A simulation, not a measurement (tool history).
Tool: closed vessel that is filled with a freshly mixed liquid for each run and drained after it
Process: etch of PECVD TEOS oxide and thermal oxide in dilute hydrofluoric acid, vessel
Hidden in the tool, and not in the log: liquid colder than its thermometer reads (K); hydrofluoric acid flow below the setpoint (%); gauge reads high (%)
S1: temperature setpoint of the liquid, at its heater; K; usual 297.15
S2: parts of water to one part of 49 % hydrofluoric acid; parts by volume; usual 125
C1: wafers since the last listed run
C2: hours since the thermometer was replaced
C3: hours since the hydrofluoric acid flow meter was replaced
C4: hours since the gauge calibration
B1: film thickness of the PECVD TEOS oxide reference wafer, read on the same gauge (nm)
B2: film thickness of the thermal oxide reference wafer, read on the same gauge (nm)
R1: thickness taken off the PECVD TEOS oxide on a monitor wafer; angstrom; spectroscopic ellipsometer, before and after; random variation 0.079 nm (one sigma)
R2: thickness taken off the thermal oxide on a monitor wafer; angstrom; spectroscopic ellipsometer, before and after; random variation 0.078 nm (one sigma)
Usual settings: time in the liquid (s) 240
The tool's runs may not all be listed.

run 1 hour=0 | S1=297.15 S2=125 time_in_the_liquid_(s)=145 | C1=0 C2=1300.5 C3=1875.8 C4=632.8 | B1=150.03 B2=50.01 | R1=141.7 R2=46.5
run 2 hour=54 | S1=297.15 S2=125 time_in_the_liquid_(s)=240 | C1=4752 C2=1354.5 C3=1929.8 C4=686.8 | B1=150 B2=49.99 | R1=234.1 R2=77.4
run 3 hour=88.7 | S1=297.15 S2=125 time_in_the_liquid_(s)=240 | C1=3053 C2=1389.2 C3=1964.5 C4=721.5 | B1=150.01 B2=50.03 | R1=232.9 R2=78.9
run 4 hour=153 | S1=297.15 S2=125 time_in_the_liquid_(s)=240 | C1=5659 C2=1453.5 C3=2028.8 C4=785.8 | B1=150.02 B2=50.01 | R1=233.8 R2=76.8
-- hour=177.2 thermometer replaced
-- hour=185 hydrofluoric acid flow meter replaced
run 5 hour=205 | S1=297.15 S2=125 time_in_the_liquid_(s)=240 | C1=4400 C2=27.8 C3=20 C4=837.8 | B1=149.99 B2=49.98 | R1=245.1 R2=79.9
run 6 hour=273.8 | S1=297.15 S2=125 time_in_the_liquid_(s)=240 | C1=6055 C2=96.6 C3=88.8 C4=906.6 | B1=150 B2=49.98 | R1=243.8 R2=78.8
run 7 hour=302.6 | S1=295.65 S2=80 time_in_the_liquid_(s)=240 | C1=2534 C2=125.4 C3=117.6 C4=935.4 | B1=150.04 B2=50 | R1=380.4 R2=125.7
run 8 hour=336 | S1=297.15 S2=125 time_in_the_liquid_(s)=240 | C1=2939 C2=158.8 C3=151 C4=968.8 | B1=149.98 B2=49.97 | R1=241.8 R2=80.7
run 9 hour=407 | S1=297.15 S2=170 time_in_the_liquid_(s)=240 | C1=6248 C2=229.8 C3=222 C4=1039.8 | B1=150 B2=50.02 | R1=169.8 R2=55.8
run 10 hour=433.9 | S1=295.15 S2=145 time_in_the_liquid_(s)=195 | C1=2367 C2=256.7 C3=248.9 C4=1066.7 | B1=150 B2=50 | R1=153 R2=50.4
run 11 hour=462.8 | S1=297.15 S2=170 time_in_the_liquid_(s)=240 | C1=2543 C2=285.6 C3=277.8 C4=1095.6 | B1=150.02 B2=50.01 | R1=170.2 R2=55.5
run 12 hour=492.2 | S1=299.15 S2=125 time_in_the_liquid_(s)=295 | C1=2587 C2=315 C3=307.2 C4=1125 | B1=150.02 B2=49.99 | R1=321.8 R2=105.6
-- hour=541 gauge calibrated
run 13 hour=551.2 | S1=297.15 S2=75 time_in_the_liquid_(s)=240 | C1=5192 C2=374 C3=366.2 C4=10.2 | B1=150.01 B2=49.98 | R1=428.7 R2=142
run 14 hour=608.5 | S1=297.15 S2=125 time_in_the_liquid_(s)=240 | C1=5042 C2=431.3 C3=423.5 C4=67.5 | B1=149.97 B2=50.01 | R1=242.9 R2=79.8
run 15 hour=656.2 | S1=299.65 S2=180 time_in_the_liquid_(s)=240 | C1=4198 C2=479 C3=471.2 C4=115.2 | B1=150.05 B2=49.99 | R1=174 R2=56.9
run 16 hour=697.6 | S1=297.15 S2=160 time_in_the_liquid_(s)=125 | C1=3643 C2=520.4 C3=512.6 C4=156.6 | B1=150.02 B2=50 | R1=94.6 R2=31.5
run 17 hour=732.4 | S1=297.15 S2=105 time_in_the_liquid_(s)=125 | C1=3062 C2=555.2 C3=547.4 C4=191.4 | B1=150.01 B2=50.01 | R1=152.6 R2=50.9
run 18 hour=803.5 | S1=297.15 S2=90 time_in_the_liquid_(s)=240 | C1=6257 C2=626.3 C3=618.5 C4=262.5 | B1=150 B2=49.98 | R1=348.8 R2=115.1
run 19 hour=849.2 | S1=297.15 S2=155 time_in_the_liquid_(s)=240 | C1=4022 C2=672 C3=664.2 C4=308.2 | B1=149.98 B2=50.02 | R1=187.3 R2=62.7
run 20 hour=916.9 | S1=301.65 S2=160 time_in_the_liquid_(s)=330 | C1=5958 C2=739.7 C3=731.9 C4=375.9 | B1=150.03 B2=49.98 | R1=294.5 R2=96.7
run 21 hour=949.9 | S1=297.15 S2=75 time_in_the_liquid_(s)=120 | C1=2904 C2=772.7 C3=764.9 C4=408.9 | B1=149.96 B2=50.01 | R1=212.5 R2=69.6
run 22 hour=978 | S1=292.65 S2=125 time_in_the_liquid_(s)=240 | C1=2473 C2=800.8 C3=793 C4=437 | B1=149.99 B2=50.01 | R1=201.6 R2=65.4
run 23 hour=1017.3 | S1=300.65 S2=125 time_in_the_liquid_(s)=240 | C1=3458 C2=840.1 C3=832.3 C4=476.3 | B1=150.02 B2=49.99 | R1=274.7 R2=91.3
run 24 hour=1085.9 | S1=297.15 S2=125 time_in_the_liquid_(s)=240 | C1=6037 C2=908.7 C3=900.9 C4=544.9 | B1=150 B2=49.98 | R1=238.9 R2=78.6
run 25 hour=1120.3 | S1=297.15 S2=125 time_in_the_liquid_(s)=240 | C1=3027 C2=943.1 C3=935.3 C4=579.3 | B1=149.99 B2=50.02 | R1=240.2 R2=78.6

How the hidden state differs across the entries between the runs, from the last listed run before each to the first after it:
Between runs 4 and 5: thermometer replaced (hour 177.2); hydrofluoric acid flow meter replaced (hour 185)
  hydrofluoric acid flow below the setpoint (%): 4.13 -> 0.304
  measured less the result without the state, R1: -11.7 -> -0.8 angstrom; R2: -3.8 -> -0.3 angstrom
Between runs 12 and 13: gauge calibrated (hour 541)
  hydrofluoric acid flow below the setpoint (%): 0.831 -> 0.939
  measured less the result without the state, R1: -3.1 -> -4.4 angstrom; R2: -1.1 -> -1.5 angstrom
